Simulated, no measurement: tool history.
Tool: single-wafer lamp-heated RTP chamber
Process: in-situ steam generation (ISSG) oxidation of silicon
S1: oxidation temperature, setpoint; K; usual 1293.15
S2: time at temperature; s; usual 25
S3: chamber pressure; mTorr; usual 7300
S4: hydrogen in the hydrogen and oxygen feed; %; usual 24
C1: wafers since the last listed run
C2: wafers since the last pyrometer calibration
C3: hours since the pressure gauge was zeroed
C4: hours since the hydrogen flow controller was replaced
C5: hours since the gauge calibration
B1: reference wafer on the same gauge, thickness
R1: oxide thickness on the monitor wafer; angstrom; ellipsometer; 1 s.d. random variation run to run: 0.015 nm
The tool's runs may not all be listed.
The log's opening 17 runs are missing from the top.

run	hour	S1	S2	S3	S4	C1	C2	C3	C4	C5	B1	R1
18	190.2	1293.15	25	7300	24	97	206	72.4	62.1	264.4	6.910	70.14
19	207.8	1293.15	15	7300	15	114	320	90.0	79.7	282.0	6.904	48.78
20	218.2	1305.15	31	7300	24	67	388	100.4	90.1	292.4	6.909	83.22
# hour 223.6: gauge calibrated
21	227.6	1302.15	20	6900	28	61	449	109.8	99.5	4.0	6.899	67.99
22	245.5	1293.15	17	7300	24	116	565	127.7	117.4	21.9	6.895	58.09
23	255.5	1293.15	16	7300	19	65	630	137.7	127.4	31.9	6.901	53.40
24	268.3	1293.15	19	6900	24	83	714	150.5	140.2	44.7	6.897	60.95
25	284.9	1293.15	25	7300	24	107	822	167.1	156.8	61.3	6.900	69.89
26	300.8	1293.15	16	7300	19	103	925	183.0	172.7	77.2	6.903	53.25
27	318.8	1293.15	25	7300	24	117	1042	201.0	190.7	95.2	6.899	70.13
28	334.8	1293.15	25	7300	24	104	1146	217.0	206.7	111.2	6.901	69.92
29	351.2	1293.15	25	7300	24	106	1253	233.4	223.1	127.6	6.902	70.04
30	367.1	1302.15	25	7300	24	103	1356	249.3	239.0	143.5	6.896	73.34
31	378.5	1284.15	29	8100	15	74	1430	260.7	250.4	154.9	6.899	65.22

4 ways to go on from here, each from the tool as it stands after run 31. What would each give?
A	378.9	1293.15	15	7300	24	2	1433	261.1	250.8	155.3	?	?
B	378.9	1311.15	25	7300	20	2	1433	261.1	250.8	155.3	?	?
C	378.9	1277.15	29	7300	29	2	1433	261.1	250.8	155.3	?	?
D	378.9	1293.15	25	6900	24	2	1433	261.1	250.8	155.3	?	?

run	B1	R1
A	6.894	54.83
B	6.894	73.51
C	6.894	73.38
D	6.894	69.89
What these runs would have given with no unlogged condition in the tool:
run	R1
A	54.83
B	73.51
C	73.38
D	69.89
